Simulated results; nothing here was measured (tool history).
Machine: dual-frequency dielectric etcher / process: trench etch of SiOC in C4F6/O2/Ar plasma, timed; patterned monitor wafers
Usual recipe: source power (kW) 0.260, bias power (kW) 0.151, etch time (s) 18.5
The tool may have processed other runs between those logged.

run,hour,source power (kW),bias power (kW),etch time (s),"read-back reference wafer on the same gauge, depth_nm",mean etch depth across the wafer (nm)
1,0.0,0.310,0.151,22.0,23.16,38.93
2,42.6,0.260,0.151,18.5,23.11,29.46
3,105.8,0.260,0.151,18.5,23.13,29.36
4,159.5,0.260,0.151,18.5,23.12,29.51
5,202.7,0.260,0.122,18.5,23.09,28.25
6,259.3,0.260,0.122,18.5,23.08,28.23
7,325.3,0.260,0.122,18.5,23.11,28.33
# hour 360.1: wet clean of the chamber
8,360.6,0.260,0.151,18.5,23.09,29.52
9,402.5,0.260,0.151,18.5,23.09,29.79
10,436.6,0.260,0.151,18.5,23.10,29.57
11,477.8,0.260,0.151,18.5,23.07,29.57
12,531.9,0.260,0.151,18.5,23.07,29.65
13,575.0,0.260,0.151,18.5,23.10,29.59
14,625.0,0.280,0.140,18.5,23.09,30.67
# hour 771.1: wet clean of the chamber
# hour 794.7: bias power generator calibrated
15,804.6,0.240,0.151,18.5,23.08,28.33
16,835.1,0.290,0.151,18.5,23.10,31.80
17,863.2,0.260,0.151,20.5,23.07,33.31
# hour 972.8: source power generator calibrated
18,991.4,0.260,0.168,22.5,23.11,35.94
19,1034.2,0.260,0.151,18.5,23.14,28.92
20,1059.4,0.240,0.151,20.0,23.14,30.10
# hour 1081.5: gauge calibrated
21,1107.2,0.260,0.151,18.5,23.08,28.92
# hour 1157.2: upper electrode replaced
22,1168.0,0.230,0.166,24.0,23.14,35.65
23,1197.6,0.300,0.162,22.0,23.09,38.04
24,1222.7,0.280,0.172,23.0,23.10,38.53
# hour 1259.1: wet clean of the chamber
25,1273.8,0.260,0.134,14.5,23.15,22.21
26,1315.7,0.260,0.151,18.5,23.11,29.01
27,1429.8,0.240,0.167,23.5,23.08,35.58
28,1480.7,0.310,0.134,16.0,23.09,27.00
29,1537.6,0.310,0.134,16.0,23.10,27.25

Predict each of these 5 candidate next runs independently; none follows another, all start after run 29:
A,1538.0,0.260,0.151,18.5,?,?
B,1538.0,0.240,0.122,18.5,?,?
C,1538.0,0.310,0.151,14.5,?,?
D,1538.0,0.210,0.134,18.5,?,?
E,1538.0,0.260,0.128,18.5,?,?

run,"read-back reference wafer on the same gauge, depth_nm",mean etch depth across the wafer (nm)
A,23.10,29.07
B,23.10,26.59
C,23.10,25.24
D,23.10,24.74
E,23.10,28.19
The same runs, with their run-to-run variation unchanged, on a tool lacking any hidden condition would have given:
run,mean etch depth across the wafer (nm)
A,28.92
B,26.46
C,25.12
D,24.61
E,28.05
